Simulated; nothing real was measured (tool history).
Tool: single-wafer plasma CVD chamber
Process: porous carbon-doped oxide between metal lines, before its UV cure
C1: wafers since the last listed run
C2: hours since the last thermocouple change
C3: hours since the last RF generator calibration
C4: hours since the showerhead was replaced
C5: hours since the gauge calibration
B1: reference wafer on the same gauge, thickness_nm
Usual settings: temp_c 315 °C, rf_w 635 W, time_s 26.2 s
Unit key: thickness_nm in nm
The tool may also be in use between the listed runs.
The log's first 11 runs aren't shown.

run 12 hour=761.4 | temp_c=328 rf_w=735 time_s=26.2 | C1=2256 C2=1499.8 C3=461.8 C4=5056.2 C5=506.2 | B1=156.136 | thickness_nm=135.877
-- hour=775.2 showerhead replaced
run 13 hour=869.8 | temp_c=300 rf_w=750 time_s=30.9 | C1=2930 C2=1608.2 C3=570.2 C4=94.6 C5=614.6 | B1=155.616 | thickness_nm=187.692
-- hour=916.0 thermocouple changed; heater temperature recalibrated
run 14 hour=943.6 | temp_c=315 rf_w=635 time_s=21.0 | C1=1920 C2=27.6 C3=644.0 C4=168.4 C5=688.4 | B1=155.623 | thickness_nm=107.451
run 15 hour=1009.3 | temp_c=311 rf_w=705 time_s=29.4 | C1=1917 C2=93.3 C3=709.7 C4=234.1 C5=754.1 | B1=155.200 | thickness_nm=160.848
run 16 hour=1087.3 | temp_c=327 rf_w=635 time_s=30.5 | C1=2276 C2=171.3 C3=787.7 C4=312.1 C5=832.1 | B1=155.014 | thickness_nm=142.402
run 17 hour=1169.1 | temp_c=315 rf_w=635 time_s=26.2 | C1=2387 C2=253.1 C3=869.5 C4=393.9 C5=913.9 | B1=154.850 | thickness_nm=131.367
run 18 hour=1234.0 | temp_c=307 rf_w=635 time_s=21.2 | C1=1894 C2=318.0 C3=934.4 C4=458.8 C5=978.8 | B1=154.627 | thickness_nm=112.909
run 19 hour=1281.5 | temp_c=304 rf_w=635 time_s=28.3 | C1=1386 C2=365.5 C3=981.9 C4=506.3 C5=1026.3 | B1=154.666 | thickness_nm=151.411
run 20 hour=1362.8 | temp_c=326 rf_w=740 time_s=22.6 | C1=2373 C2=446.8 C3=1063.2 C4=587.6 C5=1107.6 | B1=154.382 | thickness_nm=117.595

What will run 21 give?
run 21 hour=1424.2 | temp_c=301 rf_w=635 time_s=26.2 | C1=1792 C2=508.2 C3=1124.6 C4=649.0 C5=1169.0 | B1=? | thickness_nm=?

{"run 21": {"B1": 154.128, "thickness_nm": 142.72}}
Were there no unlogged condition in the tool, this run, its random variation unchanged, would have produced thickness_nm 146.186 nm.
